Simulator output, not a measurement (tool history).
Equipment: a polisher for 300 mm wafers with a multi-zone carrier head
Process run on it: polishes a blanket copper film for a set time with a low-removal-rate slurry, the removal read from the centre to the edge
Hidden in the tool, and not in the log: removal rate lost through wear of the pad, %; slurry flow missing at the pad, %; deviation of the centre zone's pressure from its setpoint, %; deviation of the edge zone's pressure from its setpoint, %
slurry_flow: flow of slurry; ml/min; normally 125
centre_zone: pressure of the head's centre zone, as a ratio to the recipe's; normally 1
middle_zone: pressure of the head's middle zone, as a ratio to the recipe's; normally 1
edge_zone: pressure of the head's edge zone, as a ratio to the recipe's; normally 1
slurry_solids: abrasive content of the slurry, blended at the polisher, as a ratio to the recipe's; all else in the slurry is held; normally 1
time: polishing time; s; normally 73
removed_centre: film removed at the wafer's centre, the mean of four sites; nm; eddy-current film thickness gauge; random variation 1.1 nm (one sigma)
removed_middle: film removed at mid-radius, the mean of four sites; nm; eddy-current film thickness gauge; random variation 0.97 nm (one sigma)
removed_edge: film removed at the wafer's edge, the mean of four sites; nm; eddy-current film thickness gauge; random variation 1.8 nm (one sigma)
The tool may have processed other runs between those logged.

run	hour	slurry_flow	centre_zone	middle_zone	edge_zone	slurry_solids	time	wafers since the last listed run	wafers polished on this pad	hours since the slurry nozzle was cleaned	hours since the centre zone pressure was calibrated	hours since the edge zone pressure was calibrated	hours since the carrier head's membrane was replaced	incoming thickness of the incoming film, nm	removed_centre	removed_middle	removed_edge
1	0	95	1	1	1	1	73	0	1320	405	431.7	246.8	573.4	656.7	137.5	144.7	145.9
2	41.7	95	1	1	1	1	73	532	1853	446.7	473.4	288.5	615.1	661.9	140.3	142.4	145.5
# hour 86.2: carrier head's membrane replaced by a new one
# hour 97.9: slurry nozzle cleaned
3	123.5	95	1	1	1	1	73	968	2821	25.6	555.2	370.3	37.3	669.3	138.5	143.6	143.7
4	196.5	125	1	1	1	1	73	932	3754	98.6	628.2	443.3	110.3	667.2	146.1	150.1	149.4
# hour 205.8: centre zone pressure recalibrated
5	280.1	125	1	1	1	1	73	1042	4797	182.2	74.3	526.9	193.9	664.7	146.9	151.5	151.3
# hour 331.5: worn pad replaced by a new one
6	360.7	125	0.92	1.12	1	0.75	50	978	372	262.8	154.9	607.5	274.5	650.9	88.2	106.1	99.2
7	406.3	125	1	1.05	1.1	1	81	582	955	308.4	200.5	653.1	320.1	652.8	162.2	173.8	173.3
8	444	125	1	1.06	1	0.7	52	481	1437	346.1	238.2	690.8	357.8	662.9	96.7	105.3	98.6
# hour 499.2: slurry nozzle cleaned
9	538.2	125	1	1	1	1.15	73	1191	2628	39	332.4	785	452	652.4	151.6	153.3	157.2
10	574.3	125	1	1	0.95	1	73	461	3089	75.1	368.5	821.1	488.1	656.7	145.6	151.6	148.8
11	617.7	85	1	1	1	1	80	554	3644	118.5	411.9	864.5	531.5	666.4	146.4	155	158.5

The next listed run, before its measurement:
12	657.6	125	0.92	1.12	1	0.75	50	509	4154	158.4	451.8	904.4	571.4	649.2	?	?	?

For run 12 the tool returned removed_centre 85.9 nm, removed_middle 107.7 nm, removed_edge 96.5 nm.
With the hidden condition absent and the run-to-run variation left alone, this run would have shown removed_centre 85.9 nm, removed_middle 107.7 nm, removed_edge 96.5 nm.

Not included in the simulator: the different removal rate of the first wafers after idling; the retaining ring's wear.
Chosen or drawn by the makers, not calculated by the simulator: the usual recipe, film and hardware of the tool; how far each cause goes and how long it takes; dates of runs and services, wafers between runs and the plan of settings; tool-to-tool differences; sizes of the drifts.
